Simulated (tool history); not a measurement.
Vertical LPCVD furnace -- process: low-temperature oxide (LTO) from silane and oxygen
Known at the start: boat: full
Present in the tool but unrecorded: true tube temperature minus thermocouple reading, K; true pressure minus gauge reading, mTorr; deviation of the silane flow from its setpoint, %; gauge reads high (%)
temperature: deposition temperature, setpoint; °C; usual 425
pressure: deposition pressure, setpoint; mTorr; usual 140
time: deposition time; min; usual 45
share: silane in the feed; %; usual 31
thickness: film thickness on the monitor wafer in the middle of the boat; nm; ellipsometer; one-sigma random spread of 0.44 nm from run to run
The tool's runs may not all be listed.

run	hour	temperature	pressure	time	share	wafers since the last listed run	hours since the last temperature calibration	hours since the pressure gauge was zeroed	hours since the silane flow controller was replaced	hours since the gauge calibration	read-back reference wafer on the same gauge, thickness	thickness
1	0	422	140	37	31	0	5123.7	2378.8	5730.4	180.6	271.12	234.49
2	66.1	425	140	45	31	805	5189.8	2444.9	5796.5	246.7	270.86	294.58
3	80.7	425	140	45	31	178	5204.4	2459.5	5811.1	261.3	270.92	294.02
# hour 112.7: thermocouples replaced and temperature profile calibrated
4	113.8	432	140	45	31	110	1.1	2492.6	5844.2	294.4	271.06	316.79
5	126	420	140	45	31	148	13.3	2504.8	5856.4	306.6	271.08	279.37
6	153.3	425	140	45	33	332	40.6	2532.1	5883.7	333.9	270.95	321.62
7	178.7	425	140	45	33	309	66	2557.5	5909.1	359.3	271.04	320.62
# hour 207.8: silane flow controller replaced
8	208.3	425	140	45	33	68	95.6	2587.1	0.5	388.9	271.08	321.65

Expected results for the next run?
# hour 228: gauge calibrated
# hour 244: pressure gauge zeroed
9	244.5	416	125	39	31	148	131.8	0.5	36.7	16.5	?	?

{"run 9": {"read-back reference wafer on the same gauge, thickness": 270.92, "thickness": 213.73}}
With the hidden condition absent and the run-to-run variation left alone, this run would have shown thickness 199.89 nm.

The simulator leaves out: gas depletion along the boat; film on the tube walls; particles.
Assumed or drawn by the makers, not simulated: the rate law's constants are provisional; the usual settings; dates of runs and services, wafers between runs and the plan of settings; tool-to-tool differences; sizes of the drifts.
